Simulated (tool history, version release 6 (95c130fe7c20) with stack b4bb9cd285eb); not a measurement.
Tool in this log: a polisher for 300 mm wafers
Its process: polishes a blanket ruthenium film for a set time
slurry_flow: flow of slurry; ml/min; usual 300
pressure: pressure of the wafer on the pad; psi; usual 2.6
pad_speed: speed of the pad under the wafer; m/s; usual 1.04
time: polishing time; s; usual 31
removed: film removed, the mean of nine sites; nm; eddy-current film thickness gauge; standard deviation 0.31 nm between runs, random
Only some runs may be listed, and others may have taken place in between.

run     day  slurry_flow  pressure  pad_speed  time  incoming thickness of the incoming film, nm  removed
  1       0          300       2.6       1.04    31                                          429       45
  2   1.042          300       2.6       1.04    31                                        424.4     44.9
  3       2          300       2.6       1.04    31                                        415.1     44.6
  4   2.708          300       2.6       0.94    31                                        413.7     40.2
  5     3.5          300       2.6       0.94    31                                        415.4     39.9
      3.983  -- slurry nozzle cleaned
  6   4.579          300       2.6       1.04    31                                        420.6     44.2
  7   5.583          300       2.6       1.04    31                                        419.4     44.1
  8   6.371          300       2.6       1.04    31                                        425.5     43.7
  9   7.379          300       2.6       1.04    31                                        418.9     43.5
      8.546  -- worn pad replaced by a new one
 10   8.812          300       2.6       1.04    31                                          424     44.7
 11   9.467          300       2.6       1.04    31                                          422     44.4
 12   10.95          300       2.6       1.04    31                                        429.3     44.7
 13   11.85          300       2.6       1.04    31                                        422.3     44.7
     14.562  -- slurry nozzle cleaned
 14  14.583          300       2.6       1.04    31                                        414.5     43.7
 15  16.038          300       2.6       1.04    31                                        418.5     43.6
     16.933  -- worn pad replaced by a new one
 16  17.488          300       2.6       1.04    31                                        425.6     45.6
 17  19.196          300       2.6       1.04    31                                        423.3     44.9
 18  20.475          300       2.6       1.04    24                                        420.5     34.2
 19  21.217          245       2.1       1.24    25                                        416.8     36.6
 20  22.488          300       2.6       1.04    31                                        427.2     44.1
 21  23.962          300       2.6        0.7    34                                        416.1     32.1
     24.392  -- worn pad replaced by a new one
     25.175  -- slurry nozzle cleaned
 22  25.196          400       2.6       1.26    31                                        419.3     55.4
 23  26.229          330       2.6       1.04    20                                        415.8     28.9
       26.9  -- head pressure recalibrated
 24  26.917          355       2.6       1.04    21                                        419.3     30.2
 25   27.55          215       2.6       0.84    31                                        416.4     34.3
 26  28.829          300       2.6       1.04    31                                        420.3     43.5
 27  29.738          340       3.3       1.04    39                                        421.4     64.4
 28  30.304          330       2.6       1.04    31                                        424.1     43.8
 29  31.558          300       2.6       1.36    31                                          429       56
 30  32.104          215       2.6       0.84    31                                        420.5     33.7
 31  32.675          335         2       1.04    31                                        419.5     36.2
     33.312  -- worn pad replaced by a new one
 32  34.108          385       1.8       1.04    22                                        426.9       26
 33  35.179          300       2.6       1.04    31                                        424.1     45.4
     35.696  -- slurry nozzle cleaned
 34  36.171          300       1.8       1.32    25                                        428.7     36.2
 35  37.479          400         2       1.26    31                                        419.8     45.5

Table of differences, measured result less the result of that run with no hidden state. Run-to-run variation is the same in both. Gauge scatter possibly is not:
The hidden state here: removal rate lost through wear of the pad, %; slurry flow missing at the pad, %; deviation of the head's pressure from its setpoint, %.
run  removed
  1     -0.3
  2     -0.5
  3     -0.8
  4     -0.9
  5     -1.1
  6     -1.5
  7     -1.8
  8       -2
  9     -2.3
 10     -0.3
 11     -0.5
 12     -0.9
 13     -1.2
 14     -1.9
 15     -2.4
 16     -0.2
 17     -0.7
 18     -0.8
 19       -1
 20     -1.6
 21     -1.4
 22     -1.2
 23     -0.8
 24       -1
 25     -1.3
 26       -2
 27     -3.4
 28     -2.4
 29     -3.6
 30     -2.3
 31     -2.6
 32     -0.2
 33     -0.6
 34     -0.7
 35     -1.3
